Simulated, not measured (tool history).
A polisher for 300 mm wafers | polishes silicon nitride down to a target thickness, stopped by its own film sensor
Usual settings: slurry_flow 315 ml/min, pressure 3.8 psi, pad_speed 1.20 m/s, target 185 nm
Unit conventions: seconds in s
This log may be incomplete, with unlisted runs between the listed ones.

run   hour  slurry_flow  pressure  pad_speed  target  wafers since the last listed run  wafers polished on this pad  hours since the slurry nozzle was cleaned  hours since the head pressure was calibrated  incoming thickness of the incoming film, nm  seconds
  1    0.0          315       3.8       1.20     185                                 0                           70                                      599.0                                        1399.3                                        380.7     97.7
  2   16.5          315       3.8       1.20     185                               152                          223                                      615.5                                        1415.8                                        376.4     95.1
  3   34.1          315       3.8       1.20     185                               162                          386                                      633.1                                        1433.4                                        383.0    100.0
  4   52.0          315       3.8       1.20     185                               165                          552                                      651.0                                        1451.3                                        378.0     97.9
  5   66.3          315       3.8       1.20     185                               132                          684                                      665.3                                        1465.6                                        380.8    100.1
  6   81.5          315       3.8       1.20     185                               140                          825                                      680.5                                        1480.8                                        376.5     99.6
  7   96.6          315       3.8       1.20     185                               139                          965                                      695.6                                        1495.9                                        382.3    103.7
     110.0  -- worn pad replaced by a new one
  8  136.7          315       3.8       1.20     185                               334                          247                                      735.7                                        1536.0                                        382.4    100.1
  9  149.4          315       3.8       1.20     140                               117                          364                                      748.4                                        1548.7                                        379.3    120.3
 10  166.0          315       3.8       1.20     140                               153                          518                                      765.0                                        1565.3                                        378.0    121.2
 11  173.4          315       3.8       1.20     140                                68                          586                                      772.4                                        1572.7                                        375.6    121.9
 12  180.6          315       3.8       1.20     185                                66                          653                                      779.6                                        1579.9                                        377.3     98.5
     191.1  -- head pressure recalibrated
 13  193.0          315       3.8       1.20     185                                96                          749                                      792.0                                           1.9                                        377.0    100.7
 14  208.7          315       3.8       1.20     185                               145                          895                                      807.7                                          17.6                                        382.4    104.7
 15  215.7          400       3.8       1.20     185                                64                          960                                      814.7                                          24.6                                        383.8    102.5
     223.6  -- worn pad replaced by a new one
 16  225.1          400       3.8       1.20     185                                50                           13                                      824.1                                          34.0                                        385.2     99.9
 17  239.7          400       3.8       1.20     185                               135                          148                                      838.7                                          48.6                                        380.1     97.1
 18  247.0          315       4.7       1.20     185                                67                          216                                      846.0                                          55.9                                        384.0     82.7
 19  255.7          370       2.9       0.80     240                                80                          297                                      854.7                                          64.6                                        373.4    122.5
 20  273.5          405       3.2       0.80     185                               164                          461                                      872.5                                          82.4                                        381.3    162.4
 21  290.7          315       3.8       1.20     185                               159                          621                                      889.7                                          99.6                                        386.6    105.8
 22  305.1          315       3.8       1.20     155                               133                          754                                      904.1                                         114.0                                        382.5    120.3
     309.2  -- slurry nozzle cleaned
 23  315.7          315       3.8       0.90     185                                88                          843                                        6.5                                         124.6                                        379.0    122.7
     326.8  -- worn pad replaced by a new one
 24  327.3          315       3.1       1.20     117                                70                            5                                       18.1                                         136.2                                        380.7    157.2
 25  339.3          315       3.8       1.20     185                               111                          116                                       30.1                                         148.2                                        386.0     98.4
 26  354.3          315       3.8       1.20     185                               138                          255                                       45.1                                         163.2                                        383.7     97.6
 27  363.6          315       4.4       1.20     185                                86                          341                                       54.4                                         172.5                                        373.3     78.9
 28  379.8          315       3.3       1.20     185                               150                          491                                       70.6                                         188.7                                        387.9    114.6
 29  397.7          315       3.8       1.20     247                               165                          656                                       88.5                                         206.6                                        383.1     66.8
 30  423.0          250       3.8       1.20     185                               234                          891                                      113.8                                         231.9                                        378.3    100.7
     433.0  -- worn pad replaced by a new one
 31  433.5          275       3.8       0.90     220                                60                            4                                      124.3                                         242.4                                        381.1     99.2
 32  437.9          315       3.8       1.20     185                                40                           45                                      128.7                                         246.8                                        381.7     95.9
 33  450.4          285       4.7       1.44     205                               115                          161                                      141.2                                         259.3                                        382.8     61.8
 34  459.4          395       4.8       1.54     158                                83                          244                                      150.2                                         268.3                                        372.7     66.6
 35  472.0          415       3.8       0.96     249                               116                          361                                      162.8                                         280.9                                        380.0     74.9
 36  481.6          250       3.8       1.20     185                                88                          449                                      172.4                                         290.5                                        381.4     99.2
 37  497.5          235       2.6       1.48     208                               147                          597                                      188.3                                         306.4                                        382.1    109.8

Here are 4 independent what-if runs from the current tool condition. What would each one return?
  A  498.0          315       3.8       1.20     185                                 4                          601                                      188.8                                         306.9                                        381.2        ?
  B  498.0          275       4.5       1.52     141                                 4                          601                                      188.8                                         306.9                                        381.2        ?
  C  498.0          345       2.7       1.08     141                                 4                          601                                      188.8                                         306.9                                        381.2        ?
  D  498.0          315       3.8       1.40     130                                 4                          601                                      188.8                                         306.9                                        381.2        ?

run  seconds
  A     97.8
  B     85.0
  C    181.6
  D    110.6
Take away the tool's hidden state, keep each run's random variation, and the runs would have read:
run  seconds
  A     94.6
  B     82.1
  C    176.0
  D    107.1

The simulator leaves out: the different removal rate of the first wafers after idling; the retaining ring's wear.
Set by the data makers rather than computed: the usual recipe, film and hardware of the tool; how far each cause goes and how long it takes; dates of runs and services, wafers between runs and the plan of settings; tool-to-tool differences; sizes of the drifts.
